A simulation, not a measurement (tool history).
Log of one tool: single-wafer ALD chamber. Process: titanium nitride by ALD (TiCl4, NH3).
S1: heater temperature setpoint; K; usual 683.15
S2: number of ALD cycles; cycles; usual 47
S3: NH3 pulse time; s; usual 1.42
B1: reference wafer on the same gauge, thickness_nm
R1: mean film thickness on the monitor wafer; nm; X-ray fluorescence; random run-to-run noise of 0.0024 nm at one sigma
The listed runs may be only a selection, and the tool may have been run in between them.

Run 1, hour 0: usual settings; B1 0.925. Result: R1 0.973 nm.
Run 2, hour 32.8: usual settings; B1 0.925. Result: R1 0.977 nm.
Run 3, hour 49.9: usual settings; B1 0.925. Result: R1 0.976 nm.
Run 4, hour 73.2: usual settings; B1 0.924. Result: R1 0.976 nm.
Run 5, hour 125.5: usual settings; B1 0.925. Result: R1 0.977 nm.
Run 6, hour 154.5: usual settings but S3 1.86 s; B1 0.924. Result: R1 0.99 nm.
Run 7, hour 174.3: usual settings but S3 1.86 s; B1 0.925. Result: R1 0.993 nm.
Run 8, hour 199.6: usual settings but S2 44 cycles, S3 1.7 s; B1 0.925. Result: R1 0.921 nm.
Run 9, hour 228.5: usual settings; B1 0.925. Result: R1 0.973 nm.
Run 10, hour 264.5: usual settings; B1 0.925. Result: R1 0.975 nm.
Run 11, hour 294.7: usual settings; B1 0.925. Result: R1 0.974 nm.
Run 12, hour 307.1: usual settings; B1 0.925. Result: R1 0.971 nm.
Run 13, hour 333.5: usual settings; B1 0.925. Result: R1 0.973 nm.
Run 14, hour 347: usual settings; B1 0.925. Result: R1 0.976 nm.
Run 15, hour 372.3: usual settings but S1 675.15 K, S3 1.05 s; B1 0.925. Result: R1 0.948 nm.
Run 16, hour 385.9: usual settings but S1 675.15 K, S3 1.05 s; B1 0.925. Result: R1 0.95 nm.
Run 17, hour 400: usual settings but S1 675.15 K, S3 1.05 s; B1 0.925. Result: R1 0.945 nm.
Run 18, hour 419.6: usual settings; B1 0.925. Result: R1 0.976 nm.
Run 19, hour 443.5: usual settings; B1 0.925. Result: R1 0.973 nm.
Run 20, hour 457.8: usual settings; B1 0.925. Result: R1 0.977 nm.
Run 21, hour 472.7: usual settings; B1 0.925. Result: R1 0.978 nm.
Run 22, hour 503.6: usual settings but S1 694.15 K, S2 43 cycles, S3 1.05 s; B1 0.925. Result: R1 0.88 nm.
Run 23, hour 528.5: usual settings but S1 689.15 K, S2 54 cycles, S3 1.9 s; B1 0.925. Result: R1 1.136 nm.
Run 24, hour 548.4: usual settings; B1 0.925. Result: R1 0.979 nm.
Run 25, hour 575.8: usual settings; B1 0.925. Result: R1 0.973 nm.
Run 26, hour 599.2: usual settings but S1 697.15 K, S2 41 cycles, S3 0.95 s; B1 0.924. Result: R1 0.835 nm.
Run 27, hour 622.6: usual settings but S1 672.15 K; B1 0.925. Result: R1 0.97 nm.
Run 28, hour 655.8: usual settings but S1 670.15 K, S2 56 cycles, S3 1.16 s; B1 0.925. Result: R1 1.138 nm.
Run 29, hour 669.3: usual settings but S1 674.15 K, S3 1.11 s; B1 0.925. Result: R1 0.953 nm.
Run 30, hour 703.2: usual settings but S1 671.15 K, S2 38 cycles, S3 1.19 s; B1 0.924. Result: R1 0.774 nm.
Run 31, hour 730.4: usual settings but S1 688.15 K; B1 0.924. Result: R1 0.981 nm.
Run 32, hour 764.6: usual settings but S1 695.15 K, S2 44 cycles; B1 0.925. Result: R1 0.918 nm.
Run 33, hour 777.1: usual settings; B1 0.925. Result: R1 0.979 nm.
Run 34, hour 793.7: usual settings; B1 0.925. Result: R1 0.977 nm.
Run 35, hour 808.9: usual settings but S2 40 cycles, S3 1.72 s; B1 0.925. Result: R1 0.841 nm.
Run 36, hour 836.8: usual settings but S1 677.15 K, S2 44 cycles; B1 0.925. Result: R1 0.908 nm.
Run 37, hour 851.6: usual settings; B1 0.925. Result: R1 0.978 nm.
Run 38, hour 887.2: usual settings but S1 678.15 K; B1 0.925. Result: R1 0.971 nm.
Run 39, hour 917.2: usual settings but S3 1.98 s; B1 0.925. Result: R1 0.993 nm.
Run 40, hour 931.1: usual settings but S1 675.15 K, S3 1.59 s; B1 0.925. Result: R1 0.98 nm.
Run 41, hour 953.2: usual settings; B1 0.925. Result: R1 0.972 nm.

Not shown here: 4 entries made in the log between runs. Locate each between two listed runs and compare the hidden state at the listed run before it with the hidden state at the listed run after it:
In the gap between runs 3 and 4: gauge calibrated (hour 62.2)
  no difference in the tool's unlogged condition between these two runs
In the gap between runs 22 and 23: thermocouple changed; heater temperature recalibrated (hour 516.6)
  no difference in the tool's unlogged condition between these two runs
In the gap between runs 25 and 26: gauge calibrated (hour 591.1)
  no difference in the tool's unlogged condition between these two runs
In the gap between runs 26 and 27: showerhead replaced (hour 609.4)
  no difference in the tool's unlogged condition between these two runs
